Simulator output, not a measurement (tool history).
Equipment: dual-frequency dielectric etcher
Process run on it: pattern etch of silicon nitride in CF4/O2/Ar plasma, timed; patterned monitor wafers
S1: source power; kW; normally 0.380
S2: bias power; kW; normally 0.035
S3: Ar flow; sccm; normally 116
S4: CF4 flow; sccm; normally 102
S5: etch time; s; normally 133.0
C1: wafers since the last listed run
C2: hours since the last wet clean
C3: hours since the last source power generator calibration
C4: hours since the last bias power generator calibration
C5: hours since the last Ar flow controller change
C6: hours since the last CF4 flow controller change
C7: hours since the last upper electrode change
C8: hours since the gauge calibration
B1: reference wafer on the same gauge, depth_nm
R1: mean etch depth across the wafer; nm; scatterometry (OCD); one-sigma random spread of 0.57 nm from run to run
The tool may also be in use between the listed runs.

run,hour,S1,S2,S3,S4,S5,C1,C2,C3,C4,C5,C6,C7,C8,B1,R1
1,0.0,0.380,0.035,116,102,133.0,0,231.8,2623.4,3689.1,461.7,4721.0,4132.9,226.8,177.1,164.0
# hour 15.9: CF4 flow controller replaced
# hour 23.3: source power generator calibrated
# hour 90.2: upper electrode replaced
2,90.7,0.340,0.035,116,102,133.0,433,322.5,67.4,3779.8,552.4,74.8,0.5,317.5,177.0,153.2
3,155.1,0.380,0.035,116,102,133.0,492,386.9,131.8,3844.2,616.8,139.2,64.9,381.9,176.9,170.9
4,251.0,0.410,0.040,116,102,149.0,733,482.8,227.7,3940.1,712.7,235.1,160.8,477.8,177.0,213.8
5,354.8,0.460,0.035,141,102,157.0,794,586.6,331.5,4043.9,816.5,338.9,264.6,581.6,176.9,236.9
# hour 417.2: wet clean of the chamber
6,450.0,0.380,0.035,123,110,133.0,544,32.8,426.7,4139.1,911.7,434.1,359.8,676.8,176.8,170.0
7,520.9,0.380,0.035,116,102,133.0,542,103.7,497.6,4210.0,982.6,505.0,430.7,747.7,177.0,169.6
8,609.8,0.340,0.035,116,102,144.5,680,192.6,586.5,4298.9,1071.5,593.9,519.6,836.6,177.0,164.5
9,703.4,0.380,0.035,116,102,154.0,716,286.2,680.1,4392.5,1165.1,687.5,613.2,930.2,176.9,195.5
10,808.8,0.380,0.035,116,102,116.0,806,391.6,785.5,4497.9,1270.5,792.9,718.6,1035.6,177.1,147.4
11,883.3,0.380,0.029,116,102,133.0,570,466.1,860.0,4572.4,1345.0,867.4,793.1,1110.1,177.0,161.1
12,938.2,0.320,0.035,92,118,110.0,420,521.0,914.9,4627.3,1399.9,922.3,848.0,1165.0,176.9,122.3
# hour 955.7: bias power generator calibrated
13,1039.4,0.380,0.035,116,102,133.0,743,622.2,1016.1,83.7,1501.1,1023.5,949.2,1266.2,177.1,168.0
# hour 1138.2: wet clean of the chamber
14,1138.7,0.380,0.035,116,102,133.0,576,0.5,1115.4,183.0,1600.4,1122.8,1048.5,1365.5,177.0,167.6
15,1213.6,0.380,0.035,116,102,133.0,573,75.4,1190.3,257.9,1675.3,1197.7,1123.4,1440.4,177.2,168.2
16,1260.5,0.380,0.035,116,102,166.5,358,122.3,1237.2,304.8,1722.2,1244.6,1170.3,1487.3,177.1,210.0
17,1364.1,0.290,0.035,116,102,117.5,792,225.9,1340.8,408.4,1825.8,1348.2,1273.9,1590.9,177.0,112.2
18,1651.2,0.440,0.026,103,102,133.0,2196,513.0,1627.9,695.5,2112.9,1635.3,1561.0,1878.0,176.9,181.8
19,1750.6,0.380,0.035,91,102,157.0,760,612.4,1727.3,794.9,2212.3,1734.7,1660.4,1977.4,176.8,202.7
# hour 1817.9: wet clean of the chamber
20,1818.4,0.380,0.035,116,102,172.5,335,0.5,1795.1,862.7,2280.1,1802.5,1728.2,2045.2,177.0,214.9
21,1859.6,0.420,0.035,134,118,94.0,315,41.7,1836.3,903.9,2321.3,1843.7,1769.4,2086.4,177.3,129.6
22,1907.9,0.310,0.035,97,102,133.0,369,90.0,1884.6,952.2,2369.6,1892.0,1817.7,2134.7,176.9,137.8

Predict each of these 3 candidate next runs independently; none follows another, all start after run 22:
A,1908.4,0.380,0.027,116,102,133.0,3,90.5,1885.1,952.7,2370.1,1892.5,1818.2,2135.2,?,?
B,1908.4,0.380,0.041,94,102,133.0,3,90.5,1885.1,952.7,2370.1,1892.5,1818.2,2135.2,?,?
C,1908.4,0.440,0.035,97,87,172.5,3,90.5,1885.1,952.7,2370.1,1892.5,1818.2,2135.2,?,?

run,B1,R1
A,177.0,156.5
B,177.0,178.7
C,177.0,250.8
Without the tool's hidden state the same runs would have given:
run,R1
A,160.6
B,183.3
C,257.3
